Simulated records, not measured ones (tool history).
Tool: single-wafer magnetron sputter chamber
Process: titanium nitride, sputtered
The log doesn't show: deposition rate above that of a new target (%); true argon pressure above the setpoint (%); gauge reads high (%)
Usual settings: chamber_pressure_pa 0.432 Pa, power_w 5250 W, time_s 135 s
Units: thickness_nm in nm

run   hour  chamber_pressure_pa  power_w  time_s  wafers since the last listed run  wafers on the sputter target  hours since the last manometer calibration  hours since the magnet pack was replaced  hours since the gauge calibration  read-back reference wafer on the same gauge, thickness_nm  thickness_nm
  1      0                0.432     5250     152                                 0                          2624                                      1306.6                                   10254.6                              552.4                                                    134.873       148.014
  2     32                0.432     5250     135                               334                          2959                                      1338.6                                   10286.6                              584.4                                                    135.004       131.993
  3     46                0.432     5250     135                               146                          3105                                      1352.6                                   10300.6                              598.4                                                    134.965       131.437
  4  104.8                0.432     5250     135                               615                          3721                                      1411.4                                   10359.4                              657.2                                                     135.04        131.52
  5  118.1                0.432     5250     135                               139                          3860                                      1424.7                                   10372.7                              670.5                                                    135.074       131.104
  6  138.5                0.432     5250     135                               213                          4073                                      1445.1                                   10393.1                              690.9                                                    135.095       131.255
  7  162.6                0.432     5250     135                               252                          4326                                      1469.2                                   10417.2                                715                                                    135.072       130.697
  8  263.4                0.432     5250     135                              1055                          5381                                        1570                                     10518                              815.8                                                    135.063       131.353
  9  336.5                0.432     5250     135                               765                          6146                                      1643.1                                   10591.1                              888.9                                                    135.038       132.183
     356.9  -- sputter target and shields replaced
 10  357.4                0.432     5250     120                               135                             5                                        1664                                     10612                              909.8                                                    134.991       116.851
 11  384.8                0.432     5250     120                               286                           291                                      1691.4                                   10639.4                              937.2                                                    134.993       117.057
 12  404.3                0.432     5250     135                               204                           496                                      1710.9                                   10658.9                              956.7                                                    134.986       131.686
 13  416.7                0.432     5250     135                               129                           625                                      1723.3                                   10671.3                              969.1                                                    135.051       131.437
 14  433.7                0.432     5250     135                               177                           803                                      1740.3                                   10688.3                              986.1                                                    135.014       131.348
 15    457                0.432     5250     135                               243                          1047                                      1763.6                                   10711.6                             1009.4                                                    135.018       131.167
 16  482.6                0.432     5250     135                               267                          1315                                      1789.2                                   10737.2                               1035                                                    134.975       131.638
 17  502.2                0.432     5250     135                               205                          1520                                      1808.8                                   10756.8                             1054.6                                                    134.991        131.66
 18  531.7                0.273     5250     116                               308                          1829                                      1838.3                                   10786.3                             1084.1                                                    135.046       120.035
     569.9  -- capacitance manometer re-zeroed and calibrated
 19  570.4                0.316     5250     160                               321                          2150                                         0.5                                     10825                             1122.8                                                     135.06       162.475
 20  582.2                0.432     5250     135                               123                          2274                                        12.3                                   10836.8                             1134.6                                                    135.028       131.881
     602.5  -- magnet pack replaced
 21  611.2                0.432     5250     135                               219                          2494                                        41.3                                       8.7                             1163.6                                                    135.081       131.377
 22  625.3                0.375     6450     127                               147                          2641                                        55.4                                      22.8                             1177.7                                                    135.077       155.068
 23  659.8                0.557     5250     135                               361                          3002                                        89.9                                      57.3                             1212.2                                                    134.951       125.633
 24  686.7                0.377     5250     135                               281                          3284                                       116.8                                      84.2                             1239.1                                                    135.007       134.113
 25  702.4                0.432     6350     124                               164                          3448                                       132.5                                      99.9                             1254.8                                                    135.052       146.217
 26  734.8                0.574     5250     135                               339                          3787                                       164.9                                     132.3                             1287.2                                                    134.958       124.668
     742.5  -- gauge calibrated
 27  776.9                0.304     6200     151                               440                          4228                                         207                                     174.4                               34.4                                                    135.024       182.223
 28  797.8                 0.35     5700     135                               218                          4447                                       227.9                                     195.3                               55.3                                                    135.086        147.61
 29  824.1                0.432     5950     155                               275                          4722                                       254.2                                     221.6                               81.6                                                    135.053       171.089
 30  846.6                0.377     5250     135                               235                          4957                                       276.7                                     244.1                              104.1                                                    135.103       134.658
 31    864                0.432     5250     135                               182                          5140                                       294.1                                     261.5                              121.5                                                    134.996       131.064
 32    900                0.535     6300     110                               376                          5516                                       330.1                                     297.5                              157.5                                                    134.949       123.294
 33  919.5                0.558     6300     148                               204                          5720                                       349.6                                       317                                177                                                    135.074        164.86
 34  939.8                0.432     5250     112                               212                          5933                                       369.9                                     337.3                              197.3                                                    134.929       109.443
 35  952.7                0.268     5250     119                               135                          6068                                       382.8                                     350.2                              210.2                                                    135.071       123.413

How the hidden state differs across the entries between the runs, from the last listed run before each to the first after it:
Between runs 9 and 10: sputter target and shields replaced (hour 356.9)
  no hidden state differs between the two runs
Between runs 18 and 19: capacitance manometer re-zeroed and calibrated (hour 569.9)
  no hidden state differs between the two runs
Between runs 20 and 21: magnet pack replaced (hour 602.5)
  no hidden state differs between the two runs
Between runs 26 and 27: gauge calibrated (hour 742.5)
  no hidden state differs between the two runs
